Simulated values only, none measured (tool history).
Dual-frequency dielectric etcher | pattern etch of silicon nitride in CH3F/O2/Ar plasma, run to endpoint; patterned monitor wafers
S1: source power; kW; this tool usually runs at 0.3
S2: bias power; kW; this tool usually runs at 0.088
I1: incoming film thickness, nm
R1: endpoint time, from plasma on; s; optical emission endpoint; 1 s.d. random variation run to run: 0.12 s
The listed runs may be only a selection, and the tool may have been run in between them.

run 1 hour=0 | S1=0.3 S2=0.088 | I1=18.64 | R1=26.1
run 2 hour=6 | S1=0.3 S2=0.076 | I1=18.57 | R1=28.1
run 3 hour=18.9 | S1=0.3 S2=0.088 | I1=18.49 | R1=26
run 4 hour=29.7 | S1=0.3 S2=0.088 | I1=18.55 | R1=26
run 5 hour=35.9 | S1=0.3 S2=0.088 | I1=18.62 | R1=26.3
run 6 hour=45.6 | S1=0.3 S2=0.088 | I1=18.52 | R1=25.9
run 7 hour=52.4 | S1=0.3 S2=0.082 | I1=18.43 | R1=26.7
run 8 hour=60.1 | S1=0.3 S2=0.082 | I1=18.79 | R1=27.2
-- hour=75.4 source power generator calibrated
run 9 hour=77.1 | S1=0.3 S2=0.093 | I1=18.74 | R1=25.5
run 10 hour=90.5 | S1=0.3 S2=0.093 | I1=18.42 | R1=24.9
run 11 hour=107.7 | S1=0.25 S2=0.07 | I1=18.56 | R1=30.9
run 12 hour=116.6 | S1=0.22 S2=0.105 | I1=18.54 | R1=26.2
run 13 hour=133.7 | S1=0.3 S2=0.079 | I1=18.18 | R1=26.8
-- hour=172.3 wet clean of the chamber
-- hour=180.2 bias power generator calibrated
-- hour=181.4 upper electrode replaced
run 14 hour=181.9 | S1=0.3 S2=0.088 | I1=18.69 | R1=27.2
run 15 hour=182.2 | S1=0.3 S2=0.088 | I1=18.21 | R1=26.3
run 16 hour=182.5 | S1=0.3 S2=0.088 | I1=18.44 | R1=26.9
run 17 hour=182.8 | S1=0.34 S2=0.106 | I1=18.49 | R1=23.5
run 18 hour=198.8 | S1=0.3 S2=0.088 | I1=18.64 | R1=26.8
run 19 hour=232.7 | S1=0.22 S2=0.088 | I1=18.54 | R1=30.1
run 20 hour=243.8 | S1=0.27 S2=0.095 | I1=18.63 | R1=26.8

Forecast each of these 4 alternatives for the next run:
run A hour=244.2 | S1=0.3 S2=0.074 | I1=18.52 | R1=?
run B hour=244.2 | S1=0.27 S2=0.088 | I1=18.52 | R1=?
run C hour=244.2 | S1=0.3 S2=0.095 | I1=18.52 | R1=?
run D hour=244.2 | S1=0.28 S2=0.077 | I1=18.52 | R1=?

run=A R1=29.3
run=B R1=27.8
run=C R1=25.7
run=D R1=29.4
The same runs, with their run-to-run variation unchanged, on a tool lacking any hidden condition would have given:
run=A R1=29.6
run=B R1=28.1
run=C R1=26.1
run=D R1=29.8
